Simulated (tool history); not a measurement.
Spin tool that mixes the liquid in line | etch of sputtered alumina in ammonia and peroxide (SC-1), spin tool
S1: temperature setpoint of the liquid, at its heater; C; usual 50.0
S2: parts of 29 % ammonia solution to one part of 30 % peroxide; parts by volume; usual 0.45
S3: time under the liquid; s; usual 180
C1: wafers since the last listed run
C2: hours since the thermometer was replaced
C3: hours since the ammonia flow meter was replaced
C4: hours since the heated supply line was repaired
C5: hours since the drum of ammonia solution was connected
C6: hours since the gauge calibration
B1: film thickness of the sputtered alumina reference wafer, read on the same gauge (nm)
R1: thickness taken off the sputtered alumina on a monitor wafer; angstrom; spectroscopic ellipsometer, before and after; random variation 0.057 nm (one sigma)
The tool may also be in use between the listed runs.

Run 1, hour 0.0: usual settings but S1 56.5 C, S2 0.35 parts by volume; C1 0; C2 295.0; C3 469.3; C4 2458.9; C5 583.2; C6 521.6; B1 150.05. Result: R1 117.7 angstrom.
At hour 8.1: ammonia flow meter replaced.
Run 2, hour 67.4: usual settings but S1 53.0 C; C1 476; C2 362.4; C3 59.3; C4 2526.3; C5 650.6; C6 589.0; B1 150.03. Result: R1 100.4 angstrom.
Run 3, hour 129.5: usual settings but S1 47.5 C; C1 445; C2 424.5; C3 121.4; C4 2588.4; C5 712.7; C6 651.1; B1 149.99. Result: R1 73.2 angstrom.
Run 4, hour 164.7: usual settings but S1 47.5 C; C1 252; C2 459.7; C3 156.6; C4 2623.6; C5 747.9; C6 686.3; B1 150.04. Result: R1 72.8 angstrom.
Run 5, hour 195.3: usual settings; C1 219; C2 490.3; C3 187.2; C4 2654.2; C5 778.5; C6 716.9; B1 150.04. Result: R1 84.4 angstrom.
At hour 280.6: thermometer replaced.
Run 6, hour 304.6: usual settings; C1 776; C2 24.0; C3 296.5; C4 2763.5; C5 887.8; C6 826.2; B1 149.98. Result: R1 88.0 angstrom.
At hour 347.0: new drum of ammonia solution connected.
Run 7, hour 359.6: usual settings; C1 387; C2 79.0; C3 351.5; C4 2818.5; C5 12.6; C6 881.2; B1 150.01. Result: R1 87.0 angstrom.
At hour 384.0: ammonia flow meter replaced.
Run 8, hour 393.1: usual settings; C1 233; C2 112.5; C3 9.1; C4 2852.0; C5 46.1; C6 914.7; B1 150.03. Result: R1 88.4 angstrom.
Run 9, hour 454.2: usual settings but S1 57.5 C; C1 438; C2 173.6; C3 70.2; C4 2913.1; C5 107.2; C6 975.8; B1 150.03. Result: R1 130.1 angstrom.
At hour 468.0: heated supply line repaired.
Run 10, hour 524.8: usual settings but S1 57.5 C; C1 499; C2 244.2; C3 140.8; C4 56.8; C5 177.8; C6 1046.4; B1 150.05. Result: R1 128.2 angstrom.
At hour 573.0: gauge calibrated.
Run 11, hour 573.9: usual settings; C1 352; C2 293.3; C3 189.9; C4 105.9; C5 226.9; C6 0.9; B1 150.02. Result: R1 86.2 angstrom.
Run 12, hour 615.6: usual settings but S1 55.0 C, S2 0.30 parts by volume, S3 75 s; C1 299; C2 335.0; C3 231.6; C4 147.6; C5 268.6; C6 42.6; B1 149.98. Result: R1 45.2 angstrom.
Run 13, hour 647.6: usual settings but S2 0.35 parts by volume, S3 125 s; C1 229; C2 367.0; C3 263.6; C4 179.6; C5 300.6; C6 74.6; B1 150.05. Result: R1 58.0 angstrom.
Run 14, hour 690.1: usual settings but S1 45.0 C, S2 0.55 parts by volume; C1 304; C2 409.5; C3 306.1; C4 222.1; C5 343.1; C6 117.1; B1 149.97. Result: R1 65.1 angstrom.
Run 15, hour 716.1: usual settings; C1 186; C2 435.5; C3 332.1; C4 248.1; C5 369.1; C6 143.1; B1 149.98. Result: R1 84.8 angstrom.
Run 16, hour 743.3: usual settings but S1 57.5 C; C1 195; C2 462.7; C3 359.3; C4 275.3; C5 396.3; C6 170.3; B1 150.02. Result: R1 126.8 angstrom.
Run 17, hour 776.5: usual settings but S2 0.55 parts by volume, S3 270 s; C1 238; C2 495.9; C3 392.5; C4 308.5; C5 429.5; C6 203.5; B1 149.99. Result: R1 129.5 angstrom.
At hour 803.5: ammonia flow meter replaced.
Run 18, hour 854.0: usual settings but S3 115 s; C1 548; C2 573.4; C3 50.5; C4 386.0; C5 507.0; C6 281.0; B1 149.97. Result: R1 53.0 angstrom.
At hour 859.2: thermometer replaced.
Run 19, hour 910.7: usual settings; C1 399; C2 51.5; C3 107.2; C4 442.7; C5 563.7; C6 337.7; B1 150.01. Result: R1 87.7 angstrom.
Run 20, hour 953.7: usual settings but S1 59.5 C, S2 0.40 parts by volume, S3 275 s; C1 308; C2 94.5; C3 150.2; C4 485.7; C5 606.7; C6 380.7; B1 150.01. Result: R1 217.5 angstrom.
Run 21, hour 983.2: usual settings but S1 58.5 C, S2 0.40 parts by volume, S3 250 s; C1 211; C2 124.0; C3 179.7; C4 515.2; C5 636.2; C6 410.2; B1 149.96. Result: R1 187.8 angstrom.
Run 22, hour 1044.9: usual settings but S1 55.5 C; C1 442; C2 185.7; C3 241.4; C4 576.9; C5 697.9; C6 471.9; B1 150.02. Result: R1 115.7 angstrom.
Run 23, hour 1074.9: usual settings; C1 215; C2 215.7; C3 271.4; C4 606.9; C5 727.9; C6 501.9; B1 150.00. Result: R1 86.6 angstrom.

Forecast run 24:
Run 24, hour 1135.5: usual settings but S1 41.0 C, S2 0.40 parts by volume, S3 230 s; C1 434; C2 276.3; C3 332.0; C4 667.5; C5 788.5; C6 562.5; B1 ?. Result: R1 ?.

{"run 24": {"B1": 150.0, "R1": 64.9}}
Without the tool's hidden state the same run would have given R1 66.8 angstrom.
